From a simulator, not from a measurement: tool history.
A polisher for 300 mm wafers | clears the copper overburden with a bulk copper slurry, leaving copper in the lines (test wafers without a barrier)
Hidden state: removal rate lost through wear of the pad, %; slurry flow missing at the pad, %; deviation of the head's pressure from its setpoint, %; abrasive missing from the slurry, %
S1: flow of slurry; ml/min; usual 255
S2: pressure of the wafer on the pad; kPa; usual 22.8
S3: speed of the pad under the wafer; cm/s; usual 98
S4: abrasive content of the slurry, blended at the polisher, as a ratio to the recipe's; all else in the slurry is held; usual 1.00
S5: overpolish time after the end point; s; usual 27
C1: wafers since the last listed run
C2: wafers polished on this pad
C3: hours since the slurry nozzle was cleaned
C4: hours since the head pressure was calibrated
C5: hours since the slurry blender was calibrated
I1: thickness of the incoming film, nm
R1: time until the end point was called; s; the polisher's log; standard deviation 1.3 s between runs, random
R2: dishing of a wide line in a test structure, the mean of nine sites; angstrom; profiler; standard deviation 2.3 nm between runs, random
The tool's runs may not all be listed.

run,hour,S1,S2,S3,S4,S5,C1,C2,C3,C4,C5,I1,R1,R2
1,0.0,255,22.8,108,1.00,27,0,1252,718.3,1244.7,182.7,880.8,92.4,1104
# hour 6.6: worn pad replaced by a new one
2,7.5,255,22.8,98,1.00,27,24,6,725.8,1252.2,190.2,879.2,89.3,1124
3,17.7,255,22.8,98,1.00,27,70,76,736.0,1262.4,200.4,873.5,89.9,1110
4,32.4,255,22.8,98,1.00,27,101,177,750.7,1277.1,215.1,897.0,91.4,1167
5,39.4,255,22.8,98,1.00,27,48,225,757.7,1284.1,222.1,864.5,90.9,1149
6,53.7,255,22.8,98,1.00,27,98,324,772.0,1298.4,236.4,877.2,90.8,1147
7,63.3,255,24.8,98,1.00,27,66,390,781.6,1308.0,246.0,892.7,89.5,1209
8,70.3,255,24.8,98,1.00,27,48,438,788.6,1315.0,253.0,861.3,84.6,1156
# hour 86.9: slurry nozzle cleaned
9,87.4,255,24.8,98,1.00,27,110,549,0.5,1332.1,270.1,874.9,88.0,1164
10,102.0,255,22.8,98,0.80,27,100,650,15.1,1346.7,284.7,886.9,100.8,1105
11,110.7,255,22.8,98,1.00,27,59,709,23.8,1355.4,293.4,890.9,98.9,1121
# hour 114.9: slurry blender recalibrated
12,123.9,295,22.8,108,1.00,22,77,787,37.0,1368.6,9.0,891.3,82.0,1080
13,137.6,255,29.0,124,1.15,17,94,881,50.7,1382.3,22.7,896.3,63.5,1133
# hour 140.5: head pressure recalibrated
14,147.1,255,22.8,98,1.00,27,51,933,60.2,6.6,32.2,884.7,90.5,1119
15,161.6,255,22.8,130,1.00,18,99,1032,74.7,21.1,46.7,893.5,77.8,1017
# hour 171.9: worn pad replaced by a new one
16,178.4,255,22.8,98,1.00,27,88,44,91.5,37.9,63.5,867.6,87.9,1180

Run 17 has not been measured yet. What should we expect?
17,191.9,315,17.9,98,1.00,27,92,137,105.0,51.4,77.0,860.3,?,?

{"run 17": {"R1": 96.6, "R2": 1087}}
Without the tool's hidden state the same run would have given R1 88.0 s, R2 1131 angstrom.
